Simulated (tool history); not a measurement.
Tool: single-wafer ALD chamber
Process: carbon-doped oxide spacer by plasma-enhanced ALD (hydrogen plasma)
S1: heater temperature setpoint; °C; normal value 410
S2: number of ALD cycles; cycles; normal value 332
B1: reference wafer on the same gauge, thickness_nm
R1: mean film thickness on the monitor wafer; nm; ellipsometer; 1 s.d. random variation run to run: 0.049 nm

run 1 day=0.000 | S1=410 S2=332 | B1=14.792 | R1=15.665
run 2 day=0.842 | S1=410 S2=332 | B1=14.806 | R1=15.742
run 3 day=1.700 | S1=410 S2=332 | B1=14.797 | R1=15.658
run 4 day=3.142 | S1=403 S2=332 | B1=14.803 | R1=16.031
run 5 day=4.517 | S1=406 S2=332 | B1=14.807 | R1=15.934
run 6 day=5.838 | S1=406 S2=332 | B1=14.796 | R1=15.847
run 7 day=6.512 | S1=406 S2=332 | B1=14.797 | R1=15.897
run 8 day=7.300 | S1=422 S2=332 | B1=14.800 | R1=14.927
run 9 day=8.196 | S1=410 S2=332 | B1=14.802 | R1=15.551
run 10 day=9.654 | S1=410 S2=357 | B1=14.796 | R1=16.704
run 11 day=13.738 | S1=410 S2=357 | B1=14.795 | R1=16.767
run 12 day=14.975 | S1=410 S2=357 | B1=14.798 | R1=16.637
run 13 day=15.479 | S1=410 S2=332 | B1=14.796 | R1=15.482
-- day=15.608 gauge calibrated
run 14 day=16.050 | S1=410 S2=332 | B1=14.799 | R1=15.447
run 15 day=17.146 | S1=410 S2=332 | B1=14.795 | R1=15.516
run 16 day=18.262 | S1=424 S2=356 | B1=14.799 | R1=15.684
-- day=18.775 thermocouple changed; heater temperature recalibrated
run 17 day=19.329 | S1=410 S2=332 | B1=14.808 | R1=15.729
run 18 day=20.829 | S1=414 S2=310 | B1=14.802 | R1=14.457
run 19 day=21.717 | S1=415 S2=272 | B1=14.798 | R1=12.700
run 20 day=22.717 | S1=397 S2=305 | B1=14.799 | R1=14.866
run 21 day=25.358 | S1=401 S2=281 | B1=14.802 | R1=13.702
run 22 day=27.333 | S1=410 S2=332 | B1=14.793 | R1=15.756
run 23 day=28.046 | S1=418 S2=332 | B1=14.792 | R1=15.318
run 24 day=29.000 | S1=401 S2=281 | B1=14.795 | R1=13.739
run 25 day=29.671 | S1=424 S2=373 | B1=14.805 | R1=16.866
run 26 day=31.033 | S1=410 S2=281 | B1=14.805 | R1=13.276
run 27 day=31.825 | S1=415 S2=308 | B1=14.807 | R1=14.342
run 28 day=33.012 | S1=423 S2=393 | B1=14.802 | R1=17.762
run 29 day=34.342 | S1=424 S2=305 | B1=14.796 | R1=13.667
run 30 day=35.783 | S1=395 S2=314 | B1=14.808 | R1=15.425
run 31 day=36.733 | S1=410 S2=332 | B1=14.799 | R1=15.693

Below are 5 alternative next runs, each starting from the tool's condition after run 31. Predict each:
run A day=36.771 | S1=421 S2=332 | B1=? | R1=?
run B day=36.771 | S1=410 S2=294 | B1=? | R1=?
run C day=36.771 | S1=398 S2=267 | B1=? | R1=?
run D day=36.771 | S1=395 S2=350 | B1=? | R1=?
run E day=36.771 | S1=419 S2=370 | B1=? | R1=?

run=A B1=14.812 R1=15.152
run=B B1=14.812 R1=13.954
run=C B1=14.812 R1=13.116
run=D B1=14.812 R1=17.193
run=E B1=14.812 R1=17.009
With the hidden condition removed and each run's random variation left untouched, the same runs would have given:
run=A R1=15.214
run=B R1=14.009
run=C R1=13.116
run=D R1=17.193
run=E R1=17.078
